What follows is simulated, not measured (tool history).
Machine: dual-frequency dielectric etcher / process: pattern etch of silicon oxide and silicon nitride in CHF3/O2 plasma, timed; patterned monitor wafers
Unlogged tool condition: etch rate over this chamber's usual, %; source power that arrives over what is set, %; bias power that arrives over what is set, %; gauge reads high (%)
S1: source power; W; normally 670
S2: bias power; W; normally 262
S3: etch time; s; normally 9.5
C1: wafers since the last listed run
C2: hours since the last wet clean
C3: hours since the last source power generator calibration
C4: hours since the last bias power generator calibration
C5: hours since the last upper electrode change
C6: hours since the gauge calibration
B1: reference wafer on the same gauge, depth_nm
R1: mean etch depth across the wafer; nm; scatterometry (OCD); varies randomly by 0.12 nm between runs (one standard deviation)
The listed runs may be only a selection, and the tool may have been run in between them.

run 1 hour=0.0 | S1=670 S2=284 S3=8.5 | C1=0 C2=375.2 C3=2928.5 C4=1261.6 C5=3668.7 C6=264.0 | B1=19.23 | R1=15.30
-- hour=27.0 wet clean of the chamber
run 2 hour=75.5 | S1=670 S2=284 S3=8.5 | C1=1371 C2=48.5 C3=3004.0 C4=1337.1 C5=3744.2 C6=339.5 | B1=19.19 | R1=15.90
run 3 hour=120.3 | S1=670 S2=284 S3=8.5 | C1=1193 C2=93.3 C3=3048.8 C4=1381.9 C5=3789.0 C6=384.3 | B1=19.16 | R1=15.97
run 4 hour=191.5 | S1=670 S2=262 S3=9.5 | C1=1896 C2=164.5 C3=3120.0 C4=1453.1 C5=3860.2 C6=455.5 | B1=19.21 | R1=17.35
run 5 hour=280.2 | S1=620 S2=262 S3=9.5 | C1=2362 C2=253.2 C3=3208.7 C4=1541.8 C5=3948.9 C6=544.2 | B1=19.23 | R1=16.49
run 6 hour=325.1 | S1=670 S2=262 S3=9.5 | C1=1195 C2=298.1 C3=3253.6 C4=1586.7 C5=3993.8 C6=589.1 | B1=19.20 | R1=16.75
run 7 hour=416.7 | S1=670 S2=262 S3=9.5 | C1=2439 C2=389.7 C3=3345.2 C4=1678.3 C5=4085.4 C6=680.7 | B1=19.22 | R1=16.68
-- hour=451.6 wet clean of the chamber
run 8 hour=458.0 | S1=670 S2=262 S3=11.5 | C1=460 C2=6.4 C3=3386.5 C4=1719.6 C5=4126.7 C6=722.0 | B1=19.21 | R1=21.14
run 9 hour=538.1 | S1=670 S2=262 S3=9.5 | C1=2133 C2=86.5 C3=3466.6 C4=1799.7 C5=4206.8 C6=802.1 | B1=19.25 | R1=17.37
run 10 hour=595.0 | S1=670 S2=262 S3=9.5 | C1=1515 C2=143.4 C3=3523.5 C4=1856.6 C5=4263.7 C6=859.0 | B1=19.18 | R1=17.28
run 11 hour=654.5 | S1=530 S2=305 S3=9.5 | C1=1584 C2=202.9 C3=3583.0 C4=1916.1 C5=4323.2 C6=918.5 | B1=19.18 | R1=16.79
-- hour=677.5 gauge calibrated
-- hour=740.7 source power generator calibrated
run 12 hour=754.7 | S1=670 S2=262 S3=9.5 | C1=2562 C2=303.1 C3=14.0 C4=2016.3 C5=4423.4 C6=77.2 | B1=19.14 | R1=16.58
-- hour=879.3 wet clean of the chamber
run 13 hour=879.8 | S1=670 S2=262 S3=9.5 | C1=2692 C2=0.5 C3=139.1 C4=2141.4 C5=4548.5 C6=202.3 | B1=19.18 | R1=17.80
-- hour=937.4 upper electrode replaced
-- hour=1005.8 bias power generator calibrated
run 14 hour=1011.2 | S1=580 S2=262 S3=9.5 | C1=2754 C2=131.9 C3=270.5 C4=5.4 C5=73.8 C6=333.7 | B1=19.14 | R1=16.68
run 15 hour=1059.4 | S1=670 S2=262 S3=9.5 | C1=1283 C2=180.1 C3=318.7 C4=53.6 C5=122.0 C6=381.9 | B1=19.20 | R1=17.46
run 16 hour=1136.8 | S1=740 S2=292 S3=11.0 | C1=2061 C2=257.5 C3=396.1 C4=131.0 C5=199.4 C6=459.3 | B1=19.20 | R1=21.42
run 17 hour=1200.3 | S1=670 S2=202 S3=12.5 | C1=1691 C2=321.0 C3=459.6 C4=194.5 C5=262.9 C6=522.8 | B1=19.18 | R1=20.69
run 18 hour=1257.9 | S1=800 S2=228 S3=6.5 | C1=1534 C2=378.6 C3=517.2 C4=252.1 C5=320.5 C6=580.4 | B1=19.21 | R1=11.68
-- hour=1348.2 wet clean of the chamber
run 19 hour=1348.7 | S1=720 S2=213 S3=10.5 | C1=1779 C2=0.5 C3=608.0 C4=342.9 C5=411.3 C6=671.2 | B1=19.21 | R1=18.54
run 20 hour=1380.5 | S1=590 S2=226 S3=10.5 | C1=847 C2=32.3 C3=639.8 C4=374.7 C5=443.1 C6=703.0 | B1=19.28 | R1=17.64
run 21 hour=1488.0 | S1=670 S2=262 S3=12.0 | C1=2863 C2=139.8 C3=747.3 C4=482.2 C5=550.6 C6=810.5 | B1=19.28 | R1=21.95

List, for all runs, the conditions of the tool that the log does not record:
source power that arrives over what is set, %: 0, the same for each run
bias power that arrives over what is set, %: 0, the same for each run
gauge reads high (%): 0, the same for each run
H1: etch rate over this chamber's usual, %
run=1 H1=-5.2
run=2 H1=-1.28
run=3 H1=-1.86
run=4 H1=-2.77
run=5 H1=-3.91
run=6 H1=-4.49
run=7 H1=-5.66
run=8 H1=-0.78
run=9 H1=-1.81
run=10 H1=-2.54
run=11 H1=-3.3
run=12 H1=-4.59
run=13 H1=1.17
run=14 H1=-0.514
run=15 H1=-1.13
run=16 H1=-2.13
run=17 H1=-2.94
run=18 H1=-3.68
run=19 H1=-0.28
run=20 H1=-0.688
run=21 H1=-2.07
